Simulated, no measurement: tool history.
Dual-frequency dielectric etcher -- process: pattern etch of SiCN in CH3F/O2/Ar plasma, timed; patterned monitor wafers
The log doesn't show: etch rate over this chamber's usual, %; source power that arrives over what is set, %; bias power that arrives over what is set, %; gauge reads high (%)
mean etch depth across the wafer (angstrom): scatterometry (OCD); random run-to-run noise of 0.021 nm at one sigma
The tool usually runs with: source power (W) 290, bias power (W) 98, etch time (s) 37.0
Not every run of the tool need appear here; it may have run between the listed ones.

| run | hour | source power (W) | bias power (W) | etch time (s) | wafers since the last listed run | hours since the last wet clean | hours since the last source power generator calibration | hours since the last bias power generator calibration | hours since the last upper electrode change | hours since the gauge calibration | read-back reference wafer on the same gauge, depth_nm | mean etch depth across the wafer (angstrom) |
|---|---|---|---|---|---|---|---|---|---|---|---|---|
| 1 | 0.0 | 340 | 80 | 37.0 | 0 | 0.5 | 3487.6 | 2460.5 | 5761.3 | 490.4 | 15.81 | 134.4 |
| 2 | 0.3 | 340 | 80 | 37.0 | 5 | 0.8 | 3487.9 | 2460.8 | 5761.6 | 490.7 | 15.80 | 134.8 |
| 3 | 30.6 | 340 | 80 | 37.0 | 593 | 31.1 | 3518.2 | 2491.1 | 5791.9 | 521.0 | 15.81 | 134.9 |
| 4 | 49.2 | 290 | 105 | 37.0 | 364 | 49.7 | 3536.8 | 2509.7 | 5810.5 | 539.6 | 15.80 | 144.2 |
| 5 | 77.0 | 290 | 105 | 37.0 | 544 | 77.5 | 3564.6 | 2537.5 | 5838.3 | 567.4 | 15.80 | 144.0 |
| 6 | 106.0 | 290 | 105 | 37.0 | 567 | 106.5 | 3593.6 | 2566.5 | 5867.3 | 596.4 | 15.80 | 143.9 |
| 7 | 125.8 | 290 | 98 | 37.0 | 387 | 126.3 | 3613.4 | 2586.3 | 5887.1 | 616.2 | 15.78 | 139.9 |
| 8 | 141.9 | 290 | 89 | 32.0 | 315 | 142.4 | 3629.5 | 2602.4 | 5903.2 | 632.3 | 15.79 | 116.2 |
|  | 166.7 | upper electrode replaced |
| 9 | 167.2 | 290 | 98 | 37.0 | 25 | 167.7 | 3654.8 | 2627.7 | 0.5 | 657.6 | 15.81 | 140.0 |
|  | 176.3 | bias power generator calibrated |
| 10 | 183.9 | 290 | 98 | 37.0 | 248 | 184.4 | 3671.5 | 7.6 | 17.2 | 674.3 | 15.81 | 141.8 |
| 11 | 201.2 | 290 | 98 | 37.0 | 338 | 201.7 | 3688.8 | 24.9 | 34.5 | 691.6 | 15.80 | 141.8 |
|  | 230.9 | gauge calibrated |
| 12 | 232.4 | 290 | 98 | 37.0 | 610 | 232.9 | 3720.0 | 56.1 | 65.7 | 1.5 | 15.79 | 141.6 |
| 13 | 259.9 | 290 | 98 | 37.0 | 538 | 260.4 | 3747.5 | 83.6 | 93.2 | 29.0 | 15.80 | 141.7 |
| 14 | 283.9 | 320 | 106 | 29.5 | 469 | 284.4 | 3771.5 | 107.6 | 117.2 | 53.0 | 15.80 | 119.4 |
| 15 | 310.2 | 260 | 98 | 29.0 | 514 | 310.7 | 3797.8 | 133.9 | 143.5 | 79.3 | 15.80 | 107.5 |
|  | 333.4 | source power generator calibrated |
| 16 | 335.6 | 290 | 105 | 37.0 | 418 | 336.1 | 2.2 | 159.3 | 168.9 | 104.7 | 15.80 | 145.8 |
| 17 | 351.0 | 290 | 98 | 37.0 | 301 | 351.5 | 17.6 | 174.7 | 184.3 | 120.1 | 15.82 | 141.0 |
| 18 | 383.2 | 310 | 98 | 33.0 | 630 | 383.7 | 49.8 | 206.9 | 216.5 | 152.3 | 15.80 | 128.2 |
| 19 | 416.2 | 290 | 98 | 37.0 | 646 | 416.7 | 82.8 | 239.9 | 249.5 | 185.3 | 15.81 | 141.1 |
|  | 494.1 | wet clean of the chamber |
| 20 | 494.6 | 290 | 98 | 32.5 | 1064 | 0.5 | 161.2 | 318.3 | 327.9 | 263.7 | 15.80 | 124.6 |
| 21 | 510.7 | 290 | 76 | 32.5 | 315 | 16.6 | 177.3 | 334.4 | 344.0 | 279.8 | 15.80 | 111.6 |
| 22 | 535.6 | 290 | 98 | 31.0 | 487 | 41.5 | 202.2 | 359.3 | 368.9 | 304.7 | 15.81 | 118.7 |
| 23 | 566.5 | 340 | 76 | 37.0 | 604 | 72.4 | 233.1 | 390.2 | 399.8 | 335.6 | 15.80 | 133.3 |
| 24 | 597.7 | 330 | 98 | 43.0 | 610 | 103.6 | 264.3 | 421.4 | 431.0 | 366.8 | 15.81 | 170.4 |
| 25 | 621.1 | 290 | 81 | 37.0 | 458 | 127.0 | 287.7 | 444.8 | 454.4 | 390.2 | 15.81 | 130.0 |
| 26 | 642.1 | 340 | 84 | 29.0 | 411 | 148.0 | 308.7 | 465.8 | 475.4 | 411.2 | 15.79 | 108.3 |
| 27 | 663.0 | 320 | 98 | 37.0 | 409 | 168.9 | 329.6 | 486.7 | 496.3 | 432.1 | 15.80 | 145.2 |
| 28 | 677.3 | 290 | 110 | 37.0 | 279 | 183.2 | 343.9 | 501.0 | 510.6 | 446.4 | 15.80 | 148.4 |
| 29 | 694.9 | 310 | 98 | 37.0 | 344 | 200.8 | 361.5 | 518.6 | 528.2 | 464.0 | 15.79 | 144.0 |

Below are 5 alternative next runs, each starting from the tool's condition after run 29. Predict each:
| A | 695.3 | 290 | 98 | 37.0 | 7 | 201.2 | 361.9 | 519.0 | 528.6 | 464.4 | ? | ? |
| B | 695.3 | 230 | 113 | 32.0 | 7 | 201.2 | 361.9 | 519.0 | 528.6 | 464.4 | ? | ? |
| C | 695.3 | 230 | 122 | 37.0 | 7 | 201.2 | 361.9 | 519.0 | 528.6 | 464.4 | ? | ? |
| D | 695.3 | 360 | 120 | 42.5 | 7 | 201.2 | 361.9 | 519.0 | 528.6 | 464.4 | ? | ? |
| E | 695.3 | 330 | 98 | 37.0 | 7 | 201.2 | 361.9 | 519.0 | 528.6 | 464.4 | ? | ? |

| run | read-back reference wafer on the same gauge, depth_nm | mean etch depth across the wafer (angstrom) |
|---|---|---|
| A | 15.80 | 141.1 |
| B | 15.80 | 122.0 |
| C | 15.80 | 145.8 |
| D | 15.80 | 188.0 |
| E | 15.80 | 146.4 |
Had the tool no hidden state, the same runs would have come out as:
| run | mean etch depth across the wafer (angstrom) |
|---|---|
| A | 142.6 |
| B | 123.2 |
| C | 147.4 |
| D | 190.0 |
| E | 147.9 |

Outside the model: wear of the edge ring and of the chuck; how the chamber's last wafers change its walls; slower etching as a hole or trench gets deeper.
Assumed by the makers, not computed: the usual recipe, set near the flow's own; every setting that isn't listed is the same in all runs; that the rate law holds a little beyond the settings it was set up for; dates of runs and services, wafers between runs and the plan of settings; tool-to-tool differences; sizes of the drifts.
